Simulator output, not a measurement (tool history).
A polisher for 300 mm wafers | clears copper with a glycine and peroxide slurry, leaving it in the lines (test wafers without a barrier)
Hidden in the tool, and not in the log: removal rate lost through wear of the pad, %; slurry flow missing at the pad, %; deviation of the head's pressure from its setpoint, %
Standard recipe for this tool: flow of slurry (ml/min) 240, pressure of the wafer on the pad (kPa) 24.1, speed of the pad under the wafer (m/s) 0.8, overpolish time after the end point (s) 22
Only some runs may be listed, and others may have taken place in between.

| run | day | flow of slurry (ml/min) | pressure of the wafer on the pad (kPa) | speed of the pad under the wafer (m/s) | overpolish time after the end point (s) | wafers since the last listed run | wafers polished on this pad | hours since the slurry nozzle was cleaned | hours since the head pressure was calibrated | incoming thickness of the incoming film, nm | time until the end point was called (s) | dishing of a wide line in a test structure (nm) |
|---|---|---|---|---|---|---|---|---|---|---|---|---|
| 1 | 0 | 240 | 24.1 | 0.8 | 22 | 0 | 3742 | 508.8 | 348.6 | 613 | 108.2 | 77.2 |
|  | 0.683 | slurry nozzle cleaned |
|  | 2.642 | worn pad replaced by a new one |
| 2 | 3.804 | 240 | 24.1 | 0.8 | 22 | 717 | 232 | 74.9 | 439.9 | 612.5 | 112 | 78.9 |
| 3 | 6.379 | 240 | 24.1 | 0.6 | 22 | 514 | 746 | 136.7 | 501.7 | 601.6 | 136.1 | 65.2 |
|  | 7.05 | head pressure recalibrated |
| 4 | 8.792 | 240 | 24.1 | 0.6 | 22 | 465 | 1211 | 194.6 | 41.8 | 607.5 | 132.6 | 65.5 |
| 5 | 10.767 | 240 | 24.1 | 0.6 | 22 | 394 | 1605 | 242 | 89.2 | 613.9 | 133.7 | 68.6 |
| 6 | 13.617 | 240 | 28.3 | 0.96 | 22 | 568 | 2174 | 310.4 | 157.6 | 607.9 | 84.2 | 99.8 |
| 7 | 15.417 | 270 | 24.1 | 0.8 | 22 | 359 | 2534 | 353.6 | 200.8 | 602 | 105.5 | 82 |
| 8 | 17.15 | 270 | 24.1 | 0.8 | 22 | 346 | 2880 | 395.2 | 242.4 | 612 | 109.4 | 79.3 |
| 9 | 21.425 | 240 | 24.1 | 0.98 | 22 | 853 | 3733 | 497.8 | 345 | 620 | 92.2 | 90 |
| 10 | 24.067 | 240 | 24.1 | 0.94 | 22 | 527 | 4261 | 561.2 | 408.4 | 605.7 | 95.2 | 88.9 |
|  | 26.496 | slurry nozzle cleaned |
|  | 27.029 | worn pad replaced by a new one |
| 11 | 27.925 | 240 | 24.1 | 0.94 | 22 | 728 | 178 | 34.3 | 501 | 618.1 | 99.5 | 86 |
|  | 29.642 | head pressure recalibrated |
| 12 | 31.088 | 240 | 24.1 | 0.94 | 22 | 614 | 793 | 110.2 | 34.7 | 613.4 | 92.6 | 86.8 |
| 13 | 32.671 | 240 | 24.1 | 0.8 | 16 | 316 | 1109 | 148.2 | 72.7 | 619.8 | 109.8 | 62.2 |
| 14 | 36.404 | 240 | 24.1 | 0.8 | 16 | 745 | 1854 | 237.8 | 162.3 | 597.8 | 106.4 | 63.4 |
| 15 | 40.871 | 240 | 24.1 | 0.8 | 16 | 891 | 2746 | 345 | 269.5 | 613.9 | 110 | 61.1 |
| 16 | 44.888 | 240 | 24.1 | 0.8 | 22 | 801 | 3548 | 441.4 | 365.9 | 602.7 | 107.9 | 76.9 |
|  | 47.692 | slurry nozzle cleaned |
| 17 | 48.317 | 240 | 29 | 0.8 | 31 | 676 | 4224 | 15 | 448.2 | 612.6 | 100.3 | 107.9 |
| 18 | 50.004 | 310 | 27.6 | 1 | 18 | 336 | 4561 | 55.5 | 488.7 | 608.1 | 81.8 | 81.3 |
| 19 | 52.329 | 205 | 29 | 0.68 | 22 | 464 | 5025 | 111.3 | 544.5 | 608 | 115.2 | 75.7 |
|  | 52.579 | worn pad replaced by a new one |
|  | 52.767 | head pressure recalibrated |
| 20 | 56.446 | 240 | 30.3 | 0.8 | 25 | 771 | 755 | 210.1 | 88.3 | 611.4 | 93.1 | 100.9 |
| 21 | 59.608 | 240 | 24.1 | 0.8 | 22 | 631 | 1386 | 286 | 164.2 | 604.5 | 108.7 | 78 |
| 22 | 61.479 | 310 | 31 | 0.58 | 32 | 373 | 1759 | 330.9 | 209.1 | 596.4 | 115.9 | 101.2 |
| 23 | 65.679 | 240 | 24.1 | 0.92 | 27 | 838 | 2598 | 431.7 | 309.9 | 604 | 97.6 | 98.6 |
|  | 68.388 | slurry nozzle cleaned |
| 24 | 68.512 | 240 | 24.1 | 0.8 | 29 | 557 | 3155 | 3 | 377.9 | 609.7 | 111.8 | 96.8 |
| 25 | 72.158 | 240 | 24.1 | 0.8 | 22 | 727 | 3883 | 90.5 | 465.4 | 610.3 | 111 | 79.4 |
| 26 | 74.329 | 240 | 24.1 | 0.8 | 22 | 433 | 4317 | 142.6 | 517.5 | 609.1 | 108.4 | 77 |
|  | 75.408 | head pressure recalibrated |
| 27 | 77.379 | 240 | 24.1 | 0.68 | 22 | 592 | 4909 | 215.8 | 47.3 | 603.6 | 119.2 | 73.7 |
|  | 78.171 | worn pad replaced by a new one |
| 28 | 80.646 | 240 | 30.3 | 0.8 | 34 | 618 | 493 | 294.2 | 125.7 | 603.2 | 91.8 | 123.6 |
| 29 | 82.604 | 240 | 26.9 | 0.52 | 22 | 390 | 884 | 341.2 | 172.7 | 608.1 | 140.9 | 65.6 |
| 30 | 84.117 | 170 | 24.1 | 0.9 | 22 | 301 | 1186 | 377.5 | 209 | 615 | 104.9 | 80.2 |
| 31 | 86.379 | 240 | 24.1 | 0.8 | 22 | 451 | 1638 | 431.8 | 263.3 | 608.3 | 108.4 | 76.3 |
| 32 | 89.142 | 240 | 24.1 | 0.8 | 22 | 551 | 2190 | 498.1 | 329.6 | 616.7 | 111 | 78.9 |
|  | 92.025 | slurry nozzle cleaned |
| 33 | 92.212 | 170 | 24.1 | 0.6 | 22 | 604 | 2794 | 4.5 | 403.3 | 618.3 | 145.7 | 62 |
| 34 | 95.296 | 240 | 24.1 | 0.8 | 22 | 615 | 3410 | 78.5 | 477.3 | 604.4 | 109.1 | 79.1 |
|  | 97.638 | head pressure recalibrated |
| 35 | 98.788 | 240 | 24.1 | 0.8 | 22 | 680 | 4090 | 162.3 | 27.6 | 606 | 103.8 | 81 |

For each entry between runs, how does the tool's hidden state at the last listed run before it compare with that at the first listed run after it?
Logged between run 1 and run 2: slurry nozzle cleaned (day 0.683); worn pad replaced by a new one (day 2.642)
  deviation of the head's pressure from its setpoint, %: -8.01 -> -8.6
  measured less the result without the state, time until the end point was called (s): +5.4 -> +5.9; dishing of a wide line in a test structure (nm): -3.4 -> -3.7
Logged between run 3 and run 4: head pressure recalibrated (day 7.05)
  deviation of the head's pressure from its setpoint, %: -8.87 -> -2.03
  measured less the result without the state, time until the end point was called (s): +7.1 -> +1.6; dishing of a wide line in a test structure (nm): -3.1 -> -0.6
Logged between run 10 and run 11: slurry nozzle cleaned (day 26.496); worn pad replaced by a new one (day 27.029)
  deviation of the head's pressure from its setpoint, %: -8.66 -> -9.1
  measured less the result without the state, time until the end point was called (s): +5.2 -> +5.8; dishing of a wide line in a test structure (nm): -4.2 -> -4.3
Logged between run 11 and run 12: head pressure recalibrated (day 29.642)
  deviation of the head's pressure from its setpoint, %: -9.1 -> -1.84
  measured less the result without the state, time until the end point was called (s): +5.8 -> +1.1; dishing of a wide line in a test structure (nm): -4.3 -> -0.8
Logged between run 16 and run 17: slurry nozzle cleaned (day 47.692)
  deviation of the head's pressure from its setpoint, %: -8.48 -> -8.98
  measured less the result without the state, time until the end point was called (s): +5.7 -> +5.7; dishing of a wide line in a test structure (nm): -3.6 -> -4.9
Logged between run 19 and run 20: worn pad replaced by a new one (day 52.579); head pressure recalibrated (day 52.767)
  deviation of the head's pressure from its setpoint, %: -9.35 -> -3.96
  measured less the result without the state, time until the end point was called (s): +6.6 -> +2.3; dishing of a wide line in a test structure (nm): -3.9 -> -2.1
Logged between run 23 and run 24: slurry nozzle cleaned (day 68.388)
  deviation of the head's pressure from its setpoint, %: -8.14 -> -8.71
  measured less the result without the state, time until the end point was called (s): +5 -> +6.1; dishing of a wide line in a test structure (nm): -4.3 -> -4.4
Logged between run 26 and run 27: head pressure recalibrated (day 75.408)
  deviation of the head's pressure from its setpoint, %: -9.4 -> -1.56
  measured less the result without the state, time until the end point was called (s): +6.3 -> +1.1; dishing of a wide line in a test structure (nm): -4 -> -0.6
Logged between run 27 and run 28: worn pad replaced by a new one (day 78.171)
  deviation of the head's pressure from its setpoint, %: -1.56 -> -4.1
  measured less the result without the state, time until the end point was called (s): +1.1 -> +2.4; dishing of a wide line in a test structure (nm): -0.6 -> -2.5
Logged between run 32 and run 33: slurry nozzle cleaned (day 92.025)
  deviation of the head's pressure from its setpoint, %: -7.39 -> -7.94
  measured less the result without the state, time until the end point was called (s): +5.1 -> +6.7; dishing of a wide line in a test structure (nm): -3.2 -> -2.6
Logged between run 34 and run 35: head pressure recalibrated (day 97.638)
  deviation of the head's pressure from its setpoint, %: -8.32 -> -1.53
  measured less the result without the state, time until the end point was called (s): +5.6 -> +1; dishing of a wide line in a test structure (nm): -3.6 -> -0.6
